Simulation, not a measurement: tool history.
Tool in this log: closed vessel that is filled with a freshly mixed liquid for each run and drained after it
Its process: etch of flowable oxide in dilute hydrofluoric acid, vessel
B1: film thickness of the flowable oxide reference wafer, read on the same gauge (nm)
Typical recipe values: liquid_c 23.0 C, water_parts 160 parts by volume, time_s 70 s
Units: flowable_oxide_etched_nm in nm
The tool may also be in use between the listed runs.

run 1 hour=0.0 | liquid_c=23.0 water_parts=185 time_s=70 | B1=99.99 | flowable_oxide_etched_nm=9.31
run 2 hour=15.5 | liquid_c=23.0 water_parts=185 time_s=70 | B1=100.01 | flowable_oxide_etched_nm=9.42
run 3 hour=25.3 | liquid_c=23.0 water_parts=185 time_s=70 | B1=100.00 | flowable_oxide_etched_nm=9.21
run 4 hour=41.6 | liquid_c=23.0 water_parts=160 time_s=70 | B1=100.00 | flowable_oxide_etched_nm=11.02
run 5 hour=55.9 | liquid_c=23.0 water_parts=160 time_s=70 | B1=99.97 | flowable_oxide_etched_nm=10.96
run 6 hour=70.2 | liquid_c=23.0 water_parts=160 time_s=70 | B1=100.00 | flowable_oxide_etched_nm=11.29
run 7 hour=82.8 | liquid_c=23.0 water_parts=160 time_s=50 | B1=100.00 | flowable_oxide_etched_nm=7.72
run 8 hour=100.3 | liquid_c=23.0 water_parts=210 time_s=70 | B1=99.98 | flowable_oxide_etched_nm=7.88
run 9 hour=110.0 | liquid_c=23.0 water_parts=210 time_s=70 | B1=100.01 | flowable_oxide_etched_nm=7.98
-- hour=115.3 thermometer replaced
run 10 hour=116.5 | liquid_c=23.0 water_parts=110 time_s=90 | B1=100.02 | flowable_oxide_etched_nm=23.97
run 11 hour=124.7 | liquid_c=23.0 water_parts=160 time_s=70 | B1=100.04 | flowable_oxide_etched_nm=12.31
run 12 hour=146.5 | liquid_c=20.0 water_parts=235 time_s=35 | B1=99.96 | flowable_oxide_etched_nm=3.45
-- hour=148.1 gauge calibrated
run 13 hour=161.4 | liquid_c=26.5 water_parts=240 time_s=85 | B1=100.01 | flowable_oxide_etched_nm=10.08
run 14 hour=178.0 | liquid_c=19.0 water_parts=160 time_s=95 | B1=100.00 | flowable_oxide_etched_nm=13.84
run 15 hour=193.9 | liquid_c=27.5 water_parts=210 time_s=70 | B1=100.03 | flowable_oxide_etched_nm=10.24
run 16 hour=203.9 | liquid_c=19.0 water_parts=130 time_s=95 | B1=100.01 | flowable_oxide_etched_nm=18.11
run 17 hour=214.0 | liquid_c=20.0 water_parts=160 time_s=70 | B1=100.00 | flowable_oxide_etched_nm=10.87
run 18 hour=222.5 | liquid_c=23.0 water_parts=160 time_s=70 | B1=100.00 | flowable_oxide_etched_nm=12.00
run 19 hour=233.5 | liquid_c=20.0 water_parts=120 time_s=95 | B1=100.06 | flowable_oxide_etched_nm=20.06
-- hour=242.4 hydrofluoric acid flow meter replaced
run 20 hour=243.3 | liquid_c=19.5 water_parts=200 time_s=70 | B1=100.02 | flowable_oxide_etched_nm=8.09
run 21 hour=250.7 | liquid_c=18.5 water_parts=160 time_s=70 | B1=100.00 | flowable_oxide_etched_nm=10.04
run 22 hour=267.7 | liquid_c=19.5 water_parts=195 time_s=40 | B1=99.96 | flowable_oxide_etched_nm=4.71
run 23 hour=282.5 | liquid_c=27.0 water_parts=160 time_s=95 | B1=99.98 | flowable_oxide_etched_nm=18.96
run 24 hour=293.7 | liquid_c=28.0 water_parts=200 time_s=85 | B1=99.96 | flowable_oxide_etched_nm=13.30
run 25 hour=305.4 | liquid_c=23.0 water_parts=160 time_s=70 | B1=100.04 | flowable_oxide_etched_nm=11.98
run 26 hour=314.9 | liquid_c=26.0 water_parts=90 time_s=85 | B1=100.02 | flowable_oxide_etched_nm=31.53
run 27 hour=325.2 | liquid_c=20.0 water_parts=160 time_s=100 | B1=100.02 | flowable_oxide_etched_nm=15.17
run 28 hour=339.9 | liquid_c=28.0 water_parts=100 time_s=50 | B1=100.02 | flowable_oxide_etched_nm=17.51
run 29 hour=353.5 | liquid_c=20.0 water_parts=90 time_s=90 | B1=99.96 | flowable_oxide_etched_nm=25.95
run 30 hour=366.4 | liquid_c=26.5 water_parts=100 time_s=30 | B1=99.98 | flowable_oxide_etched_nm=10.03
run 31 hour=376.5 | liquid_c=23.0 water_parts=215 time_s=70 | B1=100.03 | flowable_oxide_etched_nm=8.27
run 32 hour=391.0 | liquid_c=25.5 water_parts=235 time_s=80 | B1=100.02 | flowable_oxide_etched_nm=9.37
run 33 hour=402.2 | liquid_c=28.0 water_parts=200 time_s=85 | B1=100.01 | flowable_oxide_etched_nm=13.37

5 options for the next run, each taken on its own from the tool as it stands now. Forecast them:
run A hour=402.9 | liquid_c=23.0 water_parts=160 time_s=70 | B1=? | flowable_oxide_etched_nm=?
run B hour=402.9 | liquid_c=26.0 water_parts=120 time_s=45 | B1=? | flowable_oxide_etched_nm=?
run C hour=402.9 | liquid_c=23.0 water_parts=160 time_s=90 | B1=? | flowable_oxide_etched_nm=?
run D hour=402.9 | liquid_c=19.0 water_parts=160 time_s=45 | B1=? | flowable_oxide_etched_nm=?
run E hour=402.9 | liquid_c=24.5 water_parts=80 time_s=100 | B1=? | flowable_oxide_etched_nm=?

run=A B1=99.99 flowable_oxide_etched_nm=11.80
run=B B1=99.99 flowable_oxide_etched_nm=11.89
run=C B1=99.99 flowable_oxide_etched_nm=15.17
run=D B1=99.99 flowable_oxide_etched_nm=6.48
run=E B1=99.99 flowable_oxide_etched_nm=39.26
With no hidden state in the tool, these same runs would have given:
run=A flowable_oxide_etched_nm=12.10
run=B flowable_oxide_etched_nm=12.19
run=C flowable_oxide_etched_nm=15.55
run=D flowable_oxide_etched_nm=6.65
run=E flowable_oxide_etched_nm=40.30
